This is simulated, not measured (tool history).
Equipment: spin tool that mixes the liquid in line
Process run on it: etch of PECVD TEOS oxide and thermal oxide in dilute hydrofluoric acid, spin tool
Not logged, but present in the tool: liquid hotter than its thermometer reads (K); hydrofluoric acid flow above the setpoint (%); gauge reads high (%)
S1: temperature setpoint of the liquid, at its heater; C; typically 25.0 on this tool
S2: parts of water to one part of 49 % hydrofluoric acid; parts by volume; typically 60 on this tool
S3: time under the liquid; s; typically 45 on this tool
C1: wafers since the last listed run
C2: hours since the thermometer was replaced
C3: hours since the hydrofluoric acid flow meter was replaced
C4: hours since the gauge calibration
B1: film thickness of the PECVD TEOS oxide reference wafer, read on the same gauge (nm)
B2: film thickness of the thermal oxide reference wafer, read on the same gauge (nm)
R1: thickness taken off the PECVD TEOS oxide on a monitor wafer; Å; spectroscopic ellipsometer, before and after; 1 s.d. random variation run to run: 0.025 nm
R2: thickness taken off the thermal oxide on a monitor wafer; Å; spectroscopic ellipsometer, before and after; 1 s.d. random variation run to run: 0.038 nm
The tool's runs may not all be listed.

{"run": 1, "hour": 0.0, "S1": 25.0, "S2": 60, "S3": 45, "C1": 0, "C2": 1011.6, "C3": 1091.6, "C4": 38.7, "B1": 29.93, "B2": 129.772, "R1": 66.0, "R2": 39.39}
{"run": 2, "hour": 86.2, "S1": 25.0, "S2": 60, "S3": 45, "C1": 1113, "C2": 1097.8, "C3": 1177.8, "C4": 124.9, "B1": 29.7, "B2": 128.812, "R1": 65.9, "R2": 39.31}
{"run": 3, "hour": 153.3, "S1": 27.5, "S2": 75, "S3": 45, "C1": 866, "C2": 1164.9, "C3": 1244.9, "C4": 192.0, "B1": 29.63, "B2": 128.398, "R1": 56.7, "R2": 33.78}
{"run": 4, "hour": 224.0, "S1": 25.0, "S2": 60, "S3": 45, "C1": 913, "C2": 1235.6, "C3": 1315.6, "C4": 262.7, "B1": 29.53, "B2": 128.03, "R1": 65.2, "R2": 38.12}
{"run": 5, "hour": 297.2, "S1": 25.0, "S2": 60, "S3": 45, "C1": 945, "C2": 1308.8, "C3": 1388.8, "C4": 335.9, "B1": 29.49, "B2": 127.754, "R1": 65.1, "R2": 38.56}
{"run": 6, "hour": 341.9, "S1": 25.0, "S2": 60, "S3": 45, "C1": 577, "C2": 1353.5, "C3": 1433.5, "C4": 380.6, "B1": 29.48, "B2": 127.614, "R1": 65.1, "R2": 38.46}
{"run": 7, "hour": 443.9, "S1": 25.0, "S2": 60, "S3": 45, "C1": 1317, "C2": 1455.5, "C3": 1535.5, "C4": 482.6, "B1": 29.44, "B2": 127.497, "R1": 65.4, "R2": 38.21}
{"run": 8, "hour": 499.0, "S1": 25.0, "S2": 60, "S3": 45, "C1": 711, "C2": 1510.6, "C3": 1590.6, "C4": 537.7, "B1": 29.41, "B2": 127.457, "R1": 65.1, "R2": 38.6}
{"hour": 527.2, "done": "thermometer replaced"}
{"hour": 551.3, "done": "hydrofluoric acid flow meter replaced"}
{"run": 9, "hour": 560.6, "S1": 27.5, "S2": 60, "S3": 45, "C1": 770, "C2": 33.4, "C3": 9.3, "C4": 599.3, "B1": 29.45, "B2": 127.384, "R1": 71.5, "R2": 42.88}
{"hour": 573.4, "done": "gauge calibrated"}
{"run": 10, "hour": 659.3, "S1": 23.0, "S2": 35, "S3": 20, "C1": 1275, "C2": 132.1, "C3": 108.0, "C4": 85.9, "B1": 29.6, "B2": 128.354, "R1": 47.3, "R2": 28.47}
{"run": 11, "hour": 711.2, "S1": 28.0, "S2": 85, "S3": 30, "C1": 670, "C2": 184.0, "C3": 159.9, "C4": 137.8, "B1": 29.5, "B2": 127.888, "R1": 33.3, "R2": 20.17}
{"run": 12, "hour": 813.6, "S1": 25.0, "S2": 60, "S3": 45, "C1": 1323, "C2": 286.4, "C3": 262.3, "C4": 240.2, "B1": 29.38, "B2": 127.241, "R1": 64.9, "R2": 38.59}
{"run": 13, "hour": 850.2, "S1": 27.5, "S2": 80, "S3": 45, "C1": 472, "C2": 323.0, "C3": 298.9, "C4": 276.8, "B1": 29.33, "B2": 127.122, "R1": 52.3, "R2": 31.32}
{"run": 14, "hour": 901.6, "S1": 28.5, "S2": 90, "S3": 45, "C1": 664, "C2": 374.4, "C3": 350.3, "C4": 328.2, "B1": 29.34, "B2": 126.948, "R1": 47.8, "R2": 28.22}
{"run": 15, "hour": 1001.9, "S1": 25.0, "S2": 60, "S3": 45, "C1": 1295, "C2": 474.7, "C3": 450.6, "C4": 428.5, "B1": 29.23, "B2": 126.772, "R1": 64.3, "R2": 39.2}
{"run": 16, "hour": 1066.6, "S1": 29.0, "S2": 60, "S3": 45, "C1": 835, "C2": 539.4, "C3": 515.3, "C4": 493.2, "B1": 29.22, "B2": 126.664, "R1": 75.6, "R2": 44.74}

Here are 3 independent what-if runs from the current tool condition. What would each one return?
{"run": "A", "hour": 1067.0, "S1": 25.0, "S2": 60, "S3": 30, "C1": 5, "C2": 539.8, "C3": 515.7, "C4": 493.6, "B1": "?", "B2": "?", "R1": "?", "R2": "?"}
{"run": "B", "hour": 1067.0, "S1": 28.5, "S2": 45, "S3": 55, "C1": 5, "C2": 539.8, "C3": 515.7, "C4": 493.6, "B1": "?", "B2": "?", "R1": "?", "R2": "?"}
{"run": "C", "hour": 1067.0, "S1": 25.0, "S2": 45, "S3": 45, "C1": 5, "C2": 539.8, "C3": 515.7, "C4": 493.6, "B1": "?", "B2": "?", "R1": "?", "R2": "?"}

run=A B1=29.20 B2=126.641 R1=42.8 R2=25.89
run=B B1=29.20 B2=126.641 R1=123.1 R2=74.42
run=C B1=29.20 B2=126.641 R1=87.4 R2=52.85
Without the tool's unlogged condition, the same runs would have read:
run=A R1=44.0 R2=26.58
run=B R1=126.3 R2=76.38
run=C R1=89.7 R2=54.25
